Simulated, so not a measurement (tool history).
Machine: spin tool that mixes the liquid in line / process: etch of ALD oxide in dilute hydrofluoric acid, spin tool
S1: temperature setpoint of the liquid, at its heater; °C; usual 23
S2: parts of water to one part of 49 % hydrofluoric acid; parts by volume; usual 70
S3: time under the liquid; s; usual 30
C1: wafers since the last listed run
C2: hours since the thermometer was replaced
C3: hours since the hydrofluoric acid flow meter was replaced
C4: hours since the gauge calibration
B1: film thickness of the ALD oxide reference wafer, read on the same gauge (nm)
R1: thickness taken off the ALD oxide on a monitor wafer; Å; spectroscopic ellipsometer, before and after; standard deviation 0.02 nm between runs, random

| run | day | S1 | S2 | S3 | C1 | C2 | C3 | C4 | B1 | R1 |
|---|---|---|---|---|---|---|---|---|---|---|
| 1 | 0 | 23 | 70 | 20 | 0 | 913.8 | 486.7 | 82.5 | 129.997 | 37.4 |
| 2 | 0.496 | 23 | 70 | 20 | 172 | 925.7 | 498.6 | 94.4 | 130.017 | 37.76 |
| 3 | 1.217 | 23 | 70 | 30 | 250 | 943 | 515.9 | 111.7 | 129.99 | 56.49 |
| 4 | 1.788 | 23 | 70 | 30 | 198 | 956.7 | 529.6 | 125.4 | 130.016 | 56.74 |
| 5 | 2.408 | 23 | 70 | 30 | 215 | 971.6 | 544.5 | 140.3 | 130.003 | 57.07 |
| 6 | 3 | 23 | 70 | 30 | 205 | 985.8 | 558.7 | 154.5 | 130 | 57.27 |
| 7 | 3.329 | 23 | 70 | 30 | 114 | 993.7 | 566.6 | 162.4 | 130 | 57.42 |
|  | 3.446 | gauge calibrated |
|  | 3.538 | hydrofluoric acid flow meter replaced |
| 8 | 3.629 | 23 | 70 | 30 | 89 | 1000.9 | 2.2 | 4.4 | 130.02 | 53.31 |
|  | 4.054 | thermometer replaced |
| 9 | 4.379 | 18 | 70 | 15 | 246 | 7.8 | 20.2 | 22.4 | 130.005 | 19.7 |
| 10 | 5.012 | 27.5 | 70 | 40 | 220 | 23 | 35.4 | 37.6 | 129.999 | 77.9 |
| 11 | 5.358 | 23 | 70 | 30 | 120 | 31.3 | 43.7 | 45.9 | 129.999 | 48.45 |
| 12 | 6.079 | 26 | 50 | 15 | 250 | 48.6 | 61 | 63.2 | 129.994 | 39.43 |
| 13 | 6.717 | 23 | 90 | 30 | 221 | 63.9 | 76.3 | 78.5 | 130.013 | 36.98 |
| 14 | 7.238 | 18 | 70 | 15 | 181 | 76.4 | 88.8 | 91 | 129.99 | 19.94 |
| 15 | 7.746 | 25.5 | 70 | 50 | 176 | 88.6 | 101 | 103.2 | 130 | 91.4 |
| 16 | 8.462 | 23 | 85 | 50 | 249 | 105.8 | 118.2 | 120.4 | 130.011 | 66.4 |

4 options for the next run, each taken on its own from the tool as it stands now. Forecast them:
| A | 8.479 | 23 | 70 | 30 | 5 | 106.2 | 118.6 | 120.8 | ? | ? |
| B | 8.479 | 19 | 70 | 20 | 5 | 106.2 | 118.6 | 120.8 | ? | ? |
| C | 8.479 | 26 | 50 | 45 | 5 | 106.2 | 118.6 | 120.8 | ? | ? |
| D | 8.479 | 26 | 80 | 20 | 5 | 106.2 | 118.6 | 120.8 | ? | ? |

| run | B1 | R1 |
|---|---|---|
| A | 130.007 | 49.88 |
| B | 130.007 | 28.17 |
| C | 130.007 | 121.47 |
| D | 130.007 | 32.4 |
With no hidden state in the tool, these same runs would have given:
| run | R1 |
|---|---|
| A | 48.34 |
| B | 27.29 |
| C | 117.77 |
| D | 31.4 |
